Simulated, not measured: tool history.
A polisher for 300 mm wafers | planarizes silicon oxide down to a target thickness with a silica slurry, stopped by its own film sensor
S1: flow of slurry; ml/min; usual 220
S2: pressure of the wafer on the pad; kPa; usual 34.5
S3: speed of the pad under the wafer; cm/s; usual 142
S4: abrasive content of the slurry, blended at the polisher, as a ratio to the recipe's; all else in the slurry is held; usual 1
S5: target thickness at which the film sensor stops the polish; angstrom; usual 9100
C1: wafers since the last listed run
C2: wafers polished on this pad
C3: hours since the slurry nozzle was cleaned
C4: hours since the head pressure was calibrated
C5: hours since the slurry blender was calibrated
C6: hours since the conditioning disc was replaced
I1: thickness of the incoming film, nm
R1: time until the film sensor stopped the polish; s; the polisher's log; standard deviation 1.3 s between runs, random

{"run": 1, "hour": 0.0, "S1": 220, "S2": 42.1, "S3": 160, "S4": 1, "S5": 9100, "C1": 0, "C2": 1680, "C3": 232.1, "C4": 549.5, "C5": 119.6, "C6": 124.3, "I1": 1320.4, "R1": 63}
{"run": 2, "hour": 22.5, "S1": 220, "S2": 42.1, "S3": 160, "S4": 1, "S5": 9100, "C1": 243, "C2": 1924, "C3": 254.6, "C4": 572, "C5": 142.1, "C6": 146.8, "I1": 1313.1, "R1": 62}
{"hour": 24.9, "done": "head pressure recalibrated"}
{"hour": 27.5, "done": "slurry nozzle cleaned"}
{"run": 3, "hour": 56.6, "S1": 220, "S2": 27.6, "S3": 142, "S4": 1, "S5": 9100, "C1": 336, "C2": 2260, "C3": 29.1, "C4": 31.7, "C5": 176.2, "C6": 180.9, "I1": 1321.9, "R1": 90.6}
{"hour": 64.5, "done": "worn pad replaced by a new one"}
{"run": 4, "hour": 83.3, "S1": 175, "S2": 46.2, "S3": 142, "S4": 0.85, "S5": 10180, "C1": 245, "C2": 203, "C3": 55.8, "C4": 58.4, "C5": 202.9, "C6": 207.6, "I1": 1308.9, "R1": 52.2}
{"run": 5, "hour": 99.1, "S1": 220, "S2": 34.5, "S3": 142, "S4": 1, "S5": 9100, "C1": 170, "C2": 374, "C3": 71.6, "C4": 74.2, "C5": 218.7, "C6": 223.4, "I1": 1323, "R1": 81.7}
{"run": 6, "hour": 131.8, "S1": 220, "S2": 44.1, "S3": 142, "S4": 1.25, "S5": 9100, "C1": 353, "C2": 727, "C3": 104.3, "C4": 106.9, "C5": 251.4, "C6": 256.1, "I1": 1325, "R1": 64.1}
{"run": 7, "hour": 158.2, "S1": 220, "S2": 34.5, "S3": 142, "S4": 1.1, "S5": 8150, "C1": 285, "C2": 1013, "C3": 130.7, "C4": 133.3, "C5": 277.8, "C6": 282.5, "I1": 1299.6, "R1": 94.1}
{"run": 8, "hour": 180.9, "S1": 220, "S2": 34.5, "S3": 142, "S4": 1.2, "S5": 8450, "C1": 245, "C2": 1258, "C3": 153.4, "C4": 156, "C5": 300.5, "C6": 305.2, "I1": 1314, "R1": 83.4}
{"run": 9, "hour": 194.8, "S1": 220, "S2": 27.6, "S3": 142, "S4": 0.8, "S5": 9100, "C1": 150, "C2": 1408, "C3": 167.3, "C4": 169.9, "C5": 314.4, "C6": 319.1, "I1": 1322.7, "R1": 102.9}
{"run": 10, "hour": 215.9, "S1": 220, "S2": 28.3, "S3": 118, "S4": 1, "S5": 10110, "C1": 228, "C2": 1636, "C3": 188.4, "C4": 191, "C5": 335.5, "C6": 340.2, "I1": 1309.9, "R1": 77.5}
{"run": 11, "hour": 232.4, "S1": 220, "S2": 42.1, "S3": 142, "S4": 1, "S5": 9100, "C1": 178, "C2": 1815, "C3": 204.9, "C4": 207.5, "C5": 352, "C6": 356.7, "I1": 1344.3, "R1": 75.7}
{"hour": 249.1, "done": "slurry blender recalibrated"}
{"run": 12, "hour": 254.4, "S1": 255, "S2": 37.9, "S3": 142, "S4": 1, "S5": 9100, "C1": 216, "C2": 2031, "C3": 226.9, "C4": 229.5, "C5": 5.3, "C6": 378.7, "I1": 1321.4, "R1": 77.7}
{"hour": 270.1, "done": "conditioning disc replaced and pad reconditioned"}
{"run": 13, "hour": 281.7, "S1": 220, "S2": 34.5, "S3": 142, "S4": 1, "S5": 9100, "C1": 273, "C2": 2304, "C3": 254.2, "C4": 256.8, "C5": 32.6, "C6": 11.6, "I1": 1319.1, "R1": 75.7}
{"hour": 303.0, "done": "worn pad replaced by a new one"}
{"run": 14, "hour": 303.5, "S1": 220, "S2": 34.5, "S3": 174, "S4": 1.25, "S5": 10510, "C1": 192, "C2": 5, "C3": 276, "C4": 278.6, "C5": 54.4, "C6": 33.4, "I1": 1322.3, "R1": 39}
{"hour": 330.5, "done": "slurry nozzle cleaned"}
{"run": 15, "hour": 334.4, "S1": 280, "S2": 34.5, "S3": 142, "S4": 1, "S5": 10240, "C1": 323, "C2": 328, "C3": 3.9, "C4": 309.5, "C5": 85.3, "C6": 64.3, "I1": 1312.3, "R1": 53.3}
{"run": 16, "hour": 354.8, "S1": 270, "S2": 34.5, "S3": 142, "S4": 1.25, "S5": 8220, "C1": 220, "C2": 549, "C3": 24.3, "C4": 329.9, "C5": 105.7, "C6": 84.7, "I1": 1295.6, "R1": 77}
{"run": 17, "hour": 388.4, "S1": 220, "S2": 29.6, "S3": 128, "S4": 1, "S5": 9100, "C1": 363, "C2": 912, "C3": 57.9, "C4": 363.5, "C5": 139.3, "C6": 118.3, "I1": 1336, "R1": 99}
{"run": 18, "hour": 409.5, "S1": 220, "S2": 44.1, "S3": 190, "S4": 1, "S5": 9970, "C1": 228, "C2": 1140, "C3": 79, "C4": 384.6, "C5": 160.4, "C6": 139.4, "I1": 1337.2, "R1": 45.4}
{"run": 19, "hour": 431.8, "S1": 220, "S2": 44.1, "S3": 190, "S4": 1, "S5": 9970, "C1": 241, "C2": 1381, "C3": 101.3, "C4": 406.9, "C5": 182.7, "C6": 161.7, "I1": 1331.3, "R1": 44.3}
{"run": 20, "hour": 466.9, "S1": 185, "S2": 31, "S3": 142, "S4": 1.15, "S5": 9670, "C1": 379, "C2": 1761, "C3": 136.4, "C4": 442, "C5": 217.8, "C6": 196.8, "I1": 1325.1, "R1": 70.4}
{"run": 21, "hour": 492.6, "S1": 220, "S2": 34.5, "S3": 142, "S4": 0.85, "S5": 9100, "C1": 277, "C2": 2039, "C3": 162.1, "C4": 467.7, "C5": 243.5, "C6": 222.5, "I1": 1310.4, "R1": 84.3}
{"run": 22, "hour": 513.7, "S1": 185, "S2": 34.5, "S3": 104, "S4": 1, "S5": 8120, "C1": 228, "C2": 2267, "C3": 183.2, "C4": 488.8, "C5": 264.6, "C6": 243.6, "I1": 1312.6, "R1": 122.3}
{"run": 23, "hour": 527.6, "S1": 220, "S2": 34.5, "S3": 142, "S4": 1, "S5": 9100, "C1": 150, "C2": 2417, "C3": 197.1, "C4": 502.7, "C5": 278.5, "C6": 257.5, "I1": 1334.9, "R1": 83.3}
{"hour": 534.9, "done": "head pressure recalibrated"}
{"hour": 562.4, "done": "worn pad replaced by a new one"}
{"run": 24, "hour": 563.4, "S1": 220, "S2": 30.3, "S3": 102, "S4": 1, "S5": 9100, "C1": 322, "C2": 10, "C3": 232.9, "C4": 28.5, "C5": 314.3, "C6": 293.3, "I1": 1314.7, "R1": 111.1}
{"run": 25, "hour": 593.8, "S1": 180, "S2": 34.5, "S3": 142, "S4": 1, "S5": 9100, "C1": 328, "C2": 339, "C3": 263.3, "C4": 58.9, "C5": 344.7, "C6": 323.7, "I1": 1322.9, "R1": 82.2}

State the hidden condition of the tool at each of the runs:
removal rate lost through wear of the pad, %: 0 at every run
slurry flow missing at the pad, %: 0 at every run
deviation of the head's pressure from its setpoint, %: 0 at every run
abrasive missing from the slurry, %: 0 at every run
H1: time polished since the conditioner stopped cutting, s
run=1 H1=27.7
run=2 H1=32
run=3 H1=38.4
run=4 H1=43.4
run=5 H1=46.4
run=6 H1=52.5
run=7 H1=57.5
run=8 H1=61.7
run=9 H1=64.3
run=10 H1=68.3
run=11 H1=71.4
run=12 H1=75.5
run=13 H1=5.45
run=14 H1=9.54
run=15 H1=15.4
run=16 H1=19.2
run=17 H1=25.5
run=18 H1=29.5
run=19 H1=33.7
run=20 H1=40.3
run=21 H1=45.1
run=22 H1=49.1
run=23 H1=51.7
run=24 H1=58.4
run=25 H1=64.1
